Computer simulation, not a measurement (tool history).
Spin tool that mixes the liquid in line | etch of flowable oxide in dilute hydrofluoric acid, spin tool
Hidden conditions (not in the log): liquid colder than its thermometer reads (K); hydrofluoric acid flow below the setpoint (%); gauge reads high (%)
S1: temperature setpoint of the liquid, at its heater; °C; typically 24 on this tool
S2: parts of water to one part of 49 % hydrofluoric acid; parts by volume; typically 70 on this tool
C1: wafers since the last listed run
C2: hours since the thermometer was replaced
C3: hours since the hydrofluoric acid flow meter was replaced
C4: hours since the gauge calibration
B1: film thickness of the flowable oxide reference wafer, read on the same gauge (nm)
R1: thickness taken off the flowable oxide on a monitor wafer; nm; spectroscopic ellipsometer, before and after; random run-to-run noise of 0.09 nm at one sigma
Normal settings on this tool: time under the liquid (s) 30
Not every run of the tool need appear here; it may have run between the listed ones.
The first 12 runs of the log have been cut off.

Run 13, hour 328.9: usual settings; C1 502; C2 108.4; C3 654.9; C4 525; B1 110. Result: R1 17.91 nm.
At hour 332.9: hydrofluoric acid flow meter replaced.
Run 14, hour 363.4: usual settings but S1 21 °C; C1 659; C2 142.9; C3 30.5; C4 559.5; B1 109.99. Result: R1 15.77 nm.
Run 15, hour 388.5: usual settings but S1 21 °C; C1 494; C2 168; C3 55.6; C4 584.6; B1 109.99. Result: R1 15.89 nm.
Run 16, hour 402.6: usual settings but S2 105 parts by volume; C1 277; C2 182.1; C3 69.7; C4 598.7; B1 110.01. Result: R1 11.48 nm.
Run 17, hour 418.5: usual settings but time under the liquid (s) 25; C1 313; C2 198; C3 85.6; C4 614.6; B1 109.99. Result: R1 14.84 nm.
Run 18, hour 442.2: usual settings; C1 466; C2 221.7; C3 109.3; C4 638.3; B1 110. Result: R1 17.99 nm.
At hour 468.6: gauge calibrated.
Run 19, hour 471.4: usual settings but S1 21 °C, S2 45 parts by volume, time under the liquid (s) 40; C1 575; C2 250.9; C3 138.5; C4 2.8; B1 110.01. Result: R1 33.9 nm.
Run 20, hour 486.7: usual settings but S2 105 parts by volume; C1 301; C2 266.2; C3 153.8; C4 18.1; B1 110.02. Result: R1 11.38 nm.
Run 21, hour 516: usual settings but S2 105 parts by volume; C1 577; C2 295.5; C3 183.1; C4 47.4; B1 109.98. Result: R1 11.42 nm.
Run 22, hour 546.1: usual settings but S1 28 °C, S2 45 parts by volume, time under the liquid (s) 35; C1 592; C2 325.6; C3 213.2; C4 77.5; B1 110.01. Result: R1 39.64 nm.
Run 23, hour 562.6: usual settings; C1 325; C2 342.1; C3 229.7; C4 94; B1 110. Result: R1 17.79 nm.
Run 24, hour 593.8: usual settings; C1 614; C2 373.3; C3 260.9; C4 125.2; B1 109.98. Result: R1 17.91 nm.
Run 25, hour 611.5: usual settings but S1 28 °C, time under the liquid (s) 45; C1 348; C2 391; C3 278.6; C4 142.9; B1 110. Result: R1 31.33 nm.
Run 26, hour 627.6: usual settings but S1 20.5 °C, S2 105 parts by volume, time under the liquid (s) 15; C1 317; C2 407.1; C3 294.7; C4 159; B1 110.01. Result: R1 4.97 nm.
Run 27, hour 643.1: usual settings but S2 55 parts by volume; C1 305; C2 422.6; C3 310.2; C4 174.5; B1 109.99. Result: R1 23.17 nm.
Run 28, hour 673.4: usual settings but S1 21 °C, S2 80 parts by volume, time under the liquid (s) 15; C1 596; C2 452.9; C3 340.5; C4 204.8; B1 109.99. Result: R1 6.87 nm.
Run 29, hour 709.2: usual settings but time under the liquid (s) 15; C1 705; C2 488.7; C3 376.3; C4 240.6; B1 109.99. Result: R1 8.92 nm.
Run 30, hour 722.9: usual settings but S1 21.5 °C, S2 100 parts by volume, time under the liquid (s) 15; C1 269; C2 502.4; C3 390; C4 254.3; B1 110.01. Result: R1 5.49 nm.
Run 31, hour 739.6: usual settings but S2 80 parts by volume, time under the liquid (s) 25; C1 328; C2 519.1; C3 406.7; C4 271; B1 110.02. Result: R1 13.02 nm.
Run 32, hour 766.6: usual settings but S1 21 °C; C1 531; C2 546.1; C3 433.7; C4 298; B1 110. Result: R1 15.87 nm.
Run 33, hour 781.3: usual settings but S1 26.5 °C, S2 40 parts by volume, time under the liquid (s) 50; C1 289; C2 560.8; C3 448.4; C4 312.7; B1 109.98. Result: R1 60.38 nm.

5 ways to go on from here, each from the tool as it stands after run 33. What would each give?
Run A, hour 781.7: usual settings; C1 7; C2 561.2; C3 448.8; C4 313.1; B1 ?. Result: R1 ?.
Run B, hour 781.7: usual settings but S1 21.5 °C, time under the liquid (s) 35; C1 7; C2 561.2; C3 448.8; C4 313.1; B1 ?. Result: R1 ?.
Run C, hour 781.7: usual settings but S2 80 parts by volume, time under the liquid (s) 40; C1 7; C2 561.2; C3 448.8; C4 313.1; B1 ?. Result: R1 ?.
Run D, hour 781.7: usual settings but S1 28 °C, S2 40 parts by volume, time under the liquid (s) 45; C1 7; C2 561.2; C3 448.8; C4 313.1; B1 ?. Result: R1 ?.
Run E, hour 781.7: usual settings but S1 20 °C, S2 90 parts by volume, time under the liquid (s) 40; C1 7; C2 561.2; C3 448.8; C4 313.1; B1 ?. Result: R1 ?.

run      B1     R1
  A  110.02  17.93
  B  110.02  18.88
  C  110.02  20.65
  D  110.02  57.65
  E  110.02  15.41
What these runs would have given with no unlogged condition in the tool:
run     R1
  A  17.93
  B  18.88
  C  20.65
  D  57.65
  E  15.41
